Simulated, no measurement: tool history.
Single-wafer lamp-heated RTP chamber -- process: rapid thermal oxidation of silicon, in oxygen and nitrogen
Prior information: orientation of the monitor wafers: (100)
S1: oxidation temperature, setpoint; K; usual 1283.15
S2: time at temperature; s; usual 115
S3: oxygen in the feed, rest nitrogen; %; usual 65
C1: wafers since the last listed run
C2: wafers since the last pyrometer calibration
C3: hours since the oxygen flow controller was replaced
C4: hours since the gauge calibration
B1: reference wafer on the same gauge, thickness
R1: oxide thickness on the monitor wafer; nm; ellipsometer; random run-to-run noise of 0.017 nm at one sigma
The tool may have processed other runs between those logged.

run	hour	S1	S2	S3	C1	C2	C3	C4	B1	R1
1	0	1283.15	133	65	0	2185	3529.8	171.6	8.29	8.206
2	12.3	1283.15	133	65	102	2287	3542.1	183.9	8.291	8.225
3	44.2	1283.15	133	65	265	2553	3574	215.8	8.289	8.176
4	69	1283.15	115	65	206	2760	3598.8	240.6	8.288	7.689
5	101.4	1283.15	115	65	270	3030	3631.2	273	8.289	7.69
6	119.7	1283.15	115	65	152	3183	3649.5	291.3	8.29	7.699
7	140.4	1283.15	115	65	172	3355	3670.2	312	8.29	7.714
8	168.6	1283.15	115	65	235	3591	3698.4	340.2	8.288	7.705
9	193.2	1283.15	115	65	205	3796	3723	364.8	8.293	7.699
10	212.8	1283.15	115	65	163	3959	3742.6	384.4	8.29	7.739
11	231.2	1283.15	115	65	153	4112	3761	402.8	8.286	7.748
12	256.2	1283.15	115	65	208	4321	3786	427.8	8.291	7.744
13	288.4	1283.15	81	65	268	4589	3818.2	460	8.293	6.611
14	305.4	1283.15	115	65	141	4731	3835.2	477	8.287	7.774
# hour 331.3: pyrometer window cleaned and pyrometer calibrated
15	331.8	1283.15	94	65	153	4	3861.6	503.4	8.293	6.901
16	354.9	1298.15	158	65	192	196	3884.7	526.5	8.29	9.769
17	378.8	1283.15	115	78	199	396	3908.6	550.4	8.292	8.062
18	409.4	1283.15	115	55	255	651	3939.2	581	8.289	7.141
19	434.7	1283.15	98	85	210	862	3964.5	606.3	8.286	7.773
# hour 458.9: oxygen flow controller replaced
20	505.9	1283.15	115	65	526	1389	47	677.5	8.291	7.606
# hour 507.8: gauge calibrated
21	539.7	1283.15	115	65	281	1670	80.8	31.9	8.289	7.665
22	556	1298.15	63	65	135	1806	97.1	48.2	8.29	6.516
23	583.3	1298.15	157	46	227	2034	124.4	75.5	8.288	8.67
24	602.2	1312.15	115	75	157	2191	143.3	94.4	8.292	9.898
25	690.7	1275.15	115	65	737	2929	231.8	182.9	8.291	7.253
26	723.8	1313.15	172	91	275	3205	264.9	216	8.291	13.012
27	744.8	1254.15	80	57	175	3380	285.9	237	8.292	5.075

Give the tool's hidden conditions for every run:
deviation of the oxygen flow from its setpoint, %: 0 in every run
gauge reads high (%): 0 in every run
H1: true wafer temperature minus pyrometer reading, K
run	H1
1	2.11
2	2.19
3	2.41
4	2.58
5	2.8
6	2.92
7	3.06
8	3.25
9	3.42
10	3.55
11	3.67
12	3.84
13	4.06
14	4.17
15	0.259
16	0.415
17	0.576
18	0.783
19	0.954
20	1.44
21	1.66
22	1.77
23	1.96
24	2.09
25	2.69
26	2.91
27	3.05

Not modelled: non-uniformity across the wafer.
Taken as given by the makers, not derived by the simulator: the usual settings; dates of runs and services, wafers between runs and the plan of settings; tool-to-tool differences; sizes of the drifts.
